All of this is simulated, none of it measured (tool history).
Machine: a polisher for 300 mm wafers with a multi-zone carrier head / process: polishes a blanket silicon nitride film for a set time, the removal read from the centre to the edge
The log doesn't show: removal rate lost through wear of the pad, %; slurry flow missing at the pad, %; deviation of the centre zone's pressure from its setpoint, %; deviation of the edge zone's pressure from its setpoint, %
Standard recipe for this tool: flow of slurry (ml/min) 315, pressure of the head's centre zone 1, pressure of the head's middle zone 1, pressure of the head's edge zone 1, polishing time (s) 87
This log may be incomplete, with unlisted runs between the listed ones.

run,hour,flow of slurry (ml/min),pressure of the head's centre zone,pressure of the head's middle zone,pressure of the head's edge zone,polishing time (s),wafers since the last listed run,wafers polished on this pad,hours since the slurry nozzle was cleaned,hours since the centre zone pressure was calibrated,hours since the edge zone pressure was calibrated,hours since the carrier head's membrane was replaced,"incoming thickness of the incoming film, nm",film removed at the wafer's centre (angstrom),film removed at mid-radius (angstrom),film removed at the wafer's edge (angstrom)
1,0,315,1.08,1,1,93,0,2130,384.3,221.8,62.9,1293.6,596.6,1756,1722,1682
# hour 83.6: slurry nozzle cleaned
2,96.5,315,1.08,1,1,93,840,2971,12.9,318.3,159.4,1390.1,595.4,1731,1711,1680
3,149.8,315,1.08,1,1,93,469,3440,66.2,371.6,212.7,1443.4,607,1730,1702,1672
# hour 191: worn pad replaced by a new one
4,204.8,315,1,1,1,87,448,121,121.2,426.6,267.7,1498.4,592.8,1669,1763,1711
5,249.2,315,1,1,1,87,390,511,165.6,471,312.1,1542.8,596,1570,1725,1648
# hour 256.3: centre zone pressure recalibrated
6,349.6,315,1,1.05,1,87,866,1378,266,93.3,412.5,1643.2,609.3,1591,1732,1601
7,391.5,315,1,1.05,1,87,368,1746,307.9,135.2,454.4,1685.1,586.8,1522,1686,1596
# hour 411: edge zone pressure recalibrated
# hour 483.1: carrier head's membrane replaced by a new one
8,499.2,315,1,0.95,1,87,886,2633,415.6,242.9,88.2,16.1,607.2,1507,1568,1554
# hour 570.7: slurry nozzle cleaned
9,574.5,350,1.08,1,1,64,654,3287,3.8,318.2,163.5,91.4,602.6,1199,1175,1151
10,670,315,1,1,1,87,840,4127,99.3,413.7,259,186.9,607.4,1454,1574,1566
# hour 676.3: worn pad replaced by a new one
11,712.4,260,0.9,1,1,77,338,317,141.7,456.1,301.4,229.3,604.3,1275,1506,1451
# hour 736.9: centre zone pressure recalibrated
# hour 815.2: edge zone pressure recalibrated
12,876.4,315,1,1,1,87,1408,1725,305.7,139.5,61.2,393.3,595.9,1545,1617,1576
13,954.4,315,1,1,1,87,686,2412,383.7,217.5,139.2,471.3,602.9,1497,1591,1554
14,1014.7,315,1,0.93,0.92,95,530,2943,444,277.8,199.5,531.6,600,1625,1621,1624
# hour 1074.1: slurry nozzle cleaned
15,1077.9,315,1.11,1,1.06,102,547,3490,3.8,341,262.7,594.8,602.8,1922,1856,1843
# hour 1127.1: worn pad replaced by a new one
16,1183.7,315,1,0.9,1,87,896,497,109.6,446.8,368.5,700.6,599.9,1549,1547,1654
# hour 1200.2: centre zone pressure recalibrated
17,1267.1,315,1,1,1,87,716,1214,193,66.9,451.9,784,595.5,1598,1642,1601
# hour 1290.9: edge zone pressure recalibrated
18,1308,315,1,1,1,114,342,1556,233.9,107.8,17.1,824.9,594.4,2044,2109,2071
19,1404.9,275,1.1,1,0.97,115,852,2409,330.8,204.7,114,921.8,608.3,2138,2084,2018
# hour 1479.7: slurry nozzle cleaned
# hour 1500.3: worn pad replaced by a new one
20,1500.8,315,1,1,1,87,800,4,21.1,300.6,209.9,1017.7,591.5,1624,1746,1700
21,1560.1,250,1.04,1,1.07,106,521,526,80.4,359.9,269.2,1077,595.4,1927,1987,2018
# hour 1593.7: centre zone pressure recalibrated
22,1644.4,315,1,1.08,1,87,724,1251,164.7,50.7,353.5,1161.3,595,1594,1750,1583
23,1703,315,1,1,1,105,515,1767,223.3,109.3,412.1,1219.9,596.4,1868,1941,1887

3 options for the next run, each taken on its own from the tool as it stands now. Forecast them:
A,1703.5,315,1,1,0.96,87,4,1771,223.8,109.8,412.6,1220.4,587.7,?,?,?
B,1703.5,315,1.07,1,1,87,4,1771,223.8,109.8,412.6,1220.4,587.7,?,?,?
C,1703.5,315,1,1,1,98,4,1771,223.8,109.8,412.6,1220.4,587.7,?,?,?

run,film removed at the wafer's centre (angstrom),film removed at mid-radius (angstrom),film removed at the wafer's edge (angstrom)
A,1531,1585,1560
B,1639,1585,1591
C,1724,1785,1792
Stripped of hidden state, with their random variation kept, the same runs would have yielded:
run,film removed at the wafer's centre (angstrom),film removed at mid-radius (angstrom),film removed at the wafer's edge (angstrom)
A,1767,1761,1733
B,1892,1760,1768
C,1990,1984,1991
